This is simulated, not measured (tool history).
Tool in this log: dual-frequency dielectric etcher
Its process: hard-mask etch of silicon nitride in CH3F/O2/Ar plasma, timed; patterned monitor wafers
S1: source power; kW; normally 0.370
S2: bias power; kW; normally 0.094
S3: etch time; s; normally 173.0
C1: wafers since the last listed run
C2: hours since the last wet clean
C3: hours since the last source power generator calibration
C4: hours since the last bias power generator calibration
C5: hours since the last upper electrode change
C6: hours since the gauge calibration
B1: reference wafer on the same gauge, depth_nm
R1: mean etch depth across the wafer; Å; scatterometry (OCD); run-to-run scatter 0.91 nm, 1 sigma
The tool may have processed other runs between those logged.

run 1 hour=0.0 | S1=0.370 S2=0.094 S3=173.0 | C1=0 C2=0.5 C3=3485.2 C4=3589.8 C5=4881.3 C6=2160.4 | B1=138.0 | R1=1344
run 2 hour=19.0 | S1=0.300 S2=0.094 S3=173.0 | C1=194 C2=19.5 C3=3504.2 C4=3608.8 C5=4900.3 C6=2179.4 | B1=138.0 | R1=1251
run 3 hour=53.9 | S1=0.300 S2=0.094 S3=173.0 | C1=356 C2=54.4 C3=3539.1 C4=3643.7 C5=4935.2 C6=2214.3 | B1=137.8 | R1=1266
run 4 hour=105.8 | S1=0.300 S2=0.094 S3=173.0 | C1=530 C2=106.3 C3=3591.0 C4=3695.6 C5=4987.1 C6=2266.2 | B1=137.7 | R1=1267
run 5 hour=159.7 | S1=0.370 S2=0.094 S3=173.0 | C1=551 C2=160.2 C3=3644.9 C4=3749.5 C5=5041.0 C6=2320.1 | B1=138.0 | R1=1353
-- hour=252.3 bias power generator calibrated
run 6 hour=325.4 | S1=0.370 S2=0.094 S3=173.0 | C1=1653 C2=325.9 C3=3810.6 C4=73.1 C5=5206.7 C6=2485.8 | B1=137.8 | R1=1398
run 7 hour=356.7 | S1=0.370 S2=0.094 S3=134.5 | C1=320 C2=357.2 C3=3841.9 C4=104.4 C5=5238.0 C6=2517.1 | B1=138.0 | R1=1081
-- hour=371.9 gauge calibrated
run 8 hour=396.9 | S1=0.370 S2=0.080 S3=173.0 | C1=411 C2=397.4 C3=3882.1 C4=144.6 C5=5278.2 C6=25.0 | B1=138.0 | R1=1319
-- hour=507.9 wet clean of the chamber
-- hour=514.0 source power generator calibrated
run 9 hour=543.8 | S1=0.290 S2=0.094 S3=173.0 | C1=1215 C2=35.9 C3=29.8 C4=291.5 C5=5425.1 C6=171.9 | B1=138.2 | R1=1234
-- hour=584.7 upper electrode replaced
run 10 hour=613.1 | S1=0.430 S2=0.094 S3=173.0 | C1=463 C2=105.2 C3=99.1 C4=360.8 C5=28.4 C6=241.2 | B1=138.3 | R1=1425
run 11 hour=642.0 | S1=0.460 S2=0.075 S3=156.5 | C1=295 C2=134.1 C3=128.0 C4=389.7 C5=57.3 C6=270.1 | B1=138.2 | R1=1252
run 12 hour=703.1 | S1=0.370 S2=0.094 S3=173.0 | C1=624 C2=195.2 C3=189.1 C4=450.8 C5=118.4 C6=331.2 | B1=137.9 | R1=1356
run 13 hour=770.1 | S1=0.370 S2=0.094 S3=173.0 | C1=685 C2=262.2 C3=256.1 C4=517.8 C5=185.4 C6=398.2 | B1=137.7 | R1=1382
run 14 hour=839.5 | S1=0.400 S2=0.083 S3=206.5 | C1=709 C2=331.6 C3=325.5 C4=587.2 C5=254.8 C6=467.6 | B1=137.7 | R1=1644
run 15 hour=901.3 | S1=0.370 S2=0.094 S3=173.0 | C1=631 C2=393.4 C3=387.3 C4=649.0 C5=316.6 C6=529.4 | B1=138.0 | R1=1400
run 16 hour=936.6 | S1=0.320 S2=0.094 S3=173.0 | C1=360 C2=428.7 C3=422.6 C4=684.3 C5=351.9 C6=564.7 | B1=138.6 | R1=1324
run 17 hour=991.7 | S1=0.370 S2=0.111 S3=138.0 | C1=563 C2=483.8 C3=477.7 C4=739.4 C5=407.0 C6=619.8 | B1=138.1 | R1=1181
-- hour=1029.4 wet clean of the chamber
run 18 hour=1029.9 | S1=0.400 S2=0.085 S3=143.0 | C1=145 C2=0.5 C3=515.9 C4=777.6 C5=445.2 C6=658.0 | B1=138.2 | R1=1108
run 19 hour=1052.9 | S1=0.320 S2=0.114 S3=123.5 | C1=235 C2=23.5 C3=538.9 C4=800.6 C5=468.2 C6=681.0 | B1=138.5 | R1=960
run 20 hour=1122.3 | S1=0.370 S2=0.094 S3=173.0 | C1=709 C2=92.9 C3=608.3 C4=870.0 C5=537.6 C6=750.4 | B1=137.9 | R1=1352
run 21 hour=1186.8 | S1=0.340 S2=0.101 S3=173.0 | C1=659 C2=157.4 C3=672.8 C4=934.5 C5=602.1 C6=814.9 | B1=138.2 | R1=1327
run 22 hour=1256.7 | S1=0.450 S2=0.101 S3=173.0 | C1=714 C2=227.3 C3=742.7 C4=1004.4 C5=672.0 C6=884.8 | B1=138.4 | R1=1487
run 23 hour=1294.4 | S1=0.370 S2=0.072 S3=211.0 | C1=385 C2=265.0 C3=780.4 C4=1042.1 C5=709.7 C6=922.5 | B1=138.4 | R1=1540
run 24 hour=1354.3 | S1=0.320 S2=0.072 S3=199.5 | C1=612 C2=324.9 C3=840.3 C4=1102.0 C5=769.6 C6=982.4 | B1=137.7 | R1=1404
run 25 hour=1403.5 | S1=0.370 S2=0.103 S3=151.5 | C1=503 C2=374.1 C3=889.5 C4=1151.2 C5=818.8 C6=1031.6 | B1=137.9 | R1=1238
run 26 hour=1445.0 | S1=0.370 S2=0.085 S3=206.5 | C1=424 C2=415.6 C3=931.0 C4=1192.7 C5=860.3 C6=1073.1 | B1=138.0 | R1=1598
run 27 hour=1495.3 | S1=0.340 S2=0.102 S3=224.0 | C1=514 C2=465.9 C3=981.3 C4=1243.0 C5=910.6 C6=1123.4 | B1=138.2 | R1=1789
run 28 hour=1540.5 | S1=0.440 S2=0.085 S3=218.5 | C1=462 C2=511.1 C3=1026.5 C4=1288.2 C5=955.8 C6=1168.6 | B1=138.2 | R1=1822
run 29 hour=1590.7 | S1=0.370 S2=0.094 S3=173.0 | C1=513 C2=561.3 C3=1076.7 C4=1338.4 C5=1006.0 C6=1218.8 | B1=138.1 | R1=1420

Entry by entry between the runs, the difference in hidden state between the last listed run before and the first listed run after:
Run 5 -> run 6: bias power generator calibrated (hour 252.3)
  etch rate over this chamber's usual, %: 1.78 -> 3.38
  measured value less the no-hidden-state value, R1: +23 -> +46 Å
Run 7 -> run 8: gauge calibrated (hour 371.9)
  etch rate over this chamber's usual, %: 3.69 -> 4.07
  measured value less the no-hidden-state value, R1: +38 -> +52 Å
Run 8 -> run 9: wet clean of the chamber (hour 507.9); source power generator calibrated (hour 514.0)
  etch rate over this chamber's usual, %: 4.07 -> 1.01
  measured value less the no-hidden-state value, R1: +52 -> +13 Å
Run 9 -> run 10: upper electrode replaced (hour 584.7)
  etch rate over this chamber's usual, %: 1.01 -> 1.68
  measured value less the no-hidden-state value, R1: +13 -> +23 Å
Run 17 -> run 18: wet clean of the chamber (hour 1029.4)
  etch rate over this chamber's usual, %: 5.34 -> -0.491
  measured value less the no-hidden-state value, R1: +60 -> -5 Å
